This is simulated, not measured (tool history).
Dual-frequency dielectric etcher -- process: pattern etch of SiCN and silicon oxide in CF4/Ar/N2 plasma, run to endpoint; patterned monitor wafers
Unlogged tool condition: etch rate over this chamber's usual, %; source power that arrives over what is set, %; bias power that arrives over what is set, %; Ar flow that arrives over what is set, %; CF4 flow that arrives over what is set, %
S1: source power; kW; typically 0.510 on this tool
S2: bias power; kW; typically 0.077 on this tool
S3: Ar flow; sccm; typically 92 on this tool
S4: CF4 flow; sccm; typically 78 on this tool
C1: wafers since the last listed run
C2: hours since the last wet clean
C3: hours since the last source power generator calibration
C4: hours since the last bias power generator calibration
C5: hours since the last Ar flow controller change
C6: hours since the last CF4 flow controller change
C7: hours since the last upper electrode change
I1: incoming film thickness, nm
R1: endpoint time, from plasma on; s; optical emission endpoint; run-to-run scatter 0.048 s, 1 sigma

| run | day | S1 | S2 | S3 | S4 | C1 | C2 | C3 | C4 | C5 | C6 | C7 | I1 | R1 |
|---|---|---|---|---|---|---|---|---|---|---|---|---|---|---|
| 1 | 0.000 | 0.510 | 0.077 | 92 | 65 | 0 | 247.9 | 31.5 | 2532.9 | 188.5 | 4068.6 | 200.1 | 13.50 | 14.0 |
|  | 0.562 | bias power generator calibrated |
| 2 | 1.388 | 0.430 | 0.058 | 92 | 78 | 326 | 281.2 | 64.8 | 19.8 | 221.8 | 4101.9 | 233.4 | 13.60 | 18.8 |
| 3 | 2.775 | 0.590 | 0.090 | 78 | 78 | 370 | 314.5 | 98.1 | 53.1 | 255.1 | 4135.2 | 266.7 | 13.66 | 10.7 |
|  | 4.125 | CF4 flow controller replaced |
| 4 | 4.146 | 0.510 | 0.062 | 110 | 78 | 299 | 347.4 | 131.0 | 86.0 | 288.0 | 0.5 | 299.6 | 13.67 | 15.6 |
| 5 | 5.475 | 0.510 | 0.077 | 92 | 78 | 354 | 379.3 | 162.9 | 117.9 | 319.9 | 32.4 | 331.5 | 13.57 | 13.6 |
| 6 | 6.692 | 0.510 | 0.077 | 92 | 78 | 324 | 408.5 | 192.1 | 147.1 | 349.1 | 61.6 | 360.7 | 13.59 | 13.8 |
| 7 | 7.883 | 0.470 | 0.063 | 104 | 78 | 318 | 437.1 | 220.7 | 175.7 | 377.7 | 90.2 | 389.3 | 13.57 | 16.8 |
| 8 | 8.775 | 0.510 | 0.091 | 92 | 78 | 238 | 458.5 | 242.1 | 197.1 | 399.1 | 111.6 | 410.7 | 13.47 | 12.7 |
| 9 | 9.779 | 0.560 | 0.077 | 92 | 78 | 268 | 482.6 | 266.2 | 221.2 | 423.2 | 135.7 | 434.8 | 13.58 | 12.5 |
|  | 11.542 | wet clean of the chamber |
| 10 | 11.562 | 0.480 | 0.077 | 92 | 72 | 209 | 0.5 | 309.0 | 264.0 | 466.0 | 178.5 | 477.6 | 13.62 | 14.6 |
| 11 | 12.154 | 0.510 | 0.077 | 92 | 78 | 158 | 14.7 | 323.2 | 278.2 | 480.2 | 192.7 | 491.8 | 13.58 | 13.4 |
| 12 | 13.200 | 0.580 | 0.068 | 92 | 78 | 279 | 39.8 | 348.3 | 303.3 | 505.3 | 217.8 | 516.9 | 13.75 | 12.3 |
| 13 | 14.021 | 0.610 | 0.077 | 92 | 91 | 219 | 59.5 | 368.0 | 323.0 | 525.0 | 237.5 | 536.6 | 13.68 | 10.9 |
| 14 | 15.454 | 0.580 | 0.069 | 92 | 88 | 382 | 93.9 | 402.4 | 357.4 | 559.4 | 271.9 | 571.0 | 13.73 | 12.0 |
| 15 | 15.983 | 0.510 | 0.077 | 92 | 78 | 141 | 106.6 | 415.1 | 370.1 | 572.1 | 284.6 | 583.7 | 13.67 | 13.6 |
| 16 | 17.817 | 0.510 | 0.077 | 92 | 93 | 489 | 150.6 | 459.1 | 414.1 | 616.1 | 328.6 | 627.7 | 13.64 | 13.2 |
| 17 | 19.283 | 0.510 | 0.077 | 112 | 78 | 391 | 185.8 | 494.3 | 449.3 | 651.3 | 363.8 | 662.9 | 13.65 | 14.0 |
| 18 | 20.092 | 0.510 | 0.082 | 85 | 78 | 215 | 205.2 | 513.7 | 468.7 | 670.7 | 383.2 | 682.3 | 13.63 | 13.1 |
| 19 | 20.600 | 0.510 | 0.077 | 92 | 78 | 135 | 217.4 | 525.9 | 480.9 | 682.9 | 395.4 | 694.5 | 13.53 | 13.5 |
| 20 | 21.196 | 0.510 | 0.077 | 92 | 78 | 159 | 231.7 | 540.2 | 495.2 | 697.2 | 409.7 | 708.8 | 13.47 | 13.4 |
| 21 | 22.404 | 0.380 | 0.087 | 110 | 93 | 322 | 260.7 | 569.2 | 524.2 | 726.2 | 438.7 | 737.8 | 13.62 | 18.3 |
| 22 | 23.867 | 0.510 | 0.089 | 106 | 59 | 390 | 295.8 | 604.3 | 559.3 | 761.3 | 473.8 | 772.9 | 13.57 | 13.5 |
| 23 | 24.567 | 0.510 | 0.060 | 92 | 72 | 186 | 312.6 | 621.1 | 576.1 | 778.1 | 490.6 | 789.7 | 13.62 | 15.4 |

Below are 5 alternative next runs, each starting from the tool's condition after run 23. Predict each:
| A | 24.583 | 0.510 | 0.086 | 92 | 78 | 4 | 313.0 | 621.5 | 576.5 | 778.5 | 491.0 | 790.1 | 13.57 | ? |
| B | 24.583 | 0.390 | 0.077 | 92 | 78 | 4 | 313.0 | 621.5 | 576.5 | 778.5 | 491.0 | 790.1 | 13.57 | ? |
| C | 24.583 | 0.620 | 0.085 | 69 | 78 | 4 | 313.0 | 621.5 | 576.5 | 778.5 | 491.0 | 790.1 | 13.57 | ? |
| D | 24.583 | 0.600 | 0.065 | 114 | 89 | 4 | 313.0 | 621.5 | 576.5 | 778.5 | 491.0 | 790.1 | 13.57 | ? |
| E | 24.583 | 0.510 | 0.077 | 85 | 78 | 4 | 313.0 | 621.5 | 576.5 | 778.5 | 491.0 | 790.1 | 13.57 | ? |

| run | R1 |
|---|---|
| A | 12.9 |
| B | 18.6 |
| C | 10.1 |
| D | 12.3 |
| E | 13.4 |
With the hidden condition removed and each run's random variation left untouched, the same runs would have given:
| run | R1 |
|---|---|
| A | 12.9 |
| B | 18.6 |
| C | 10.1 |
| D | 12.3 |
| E | 13.4 |
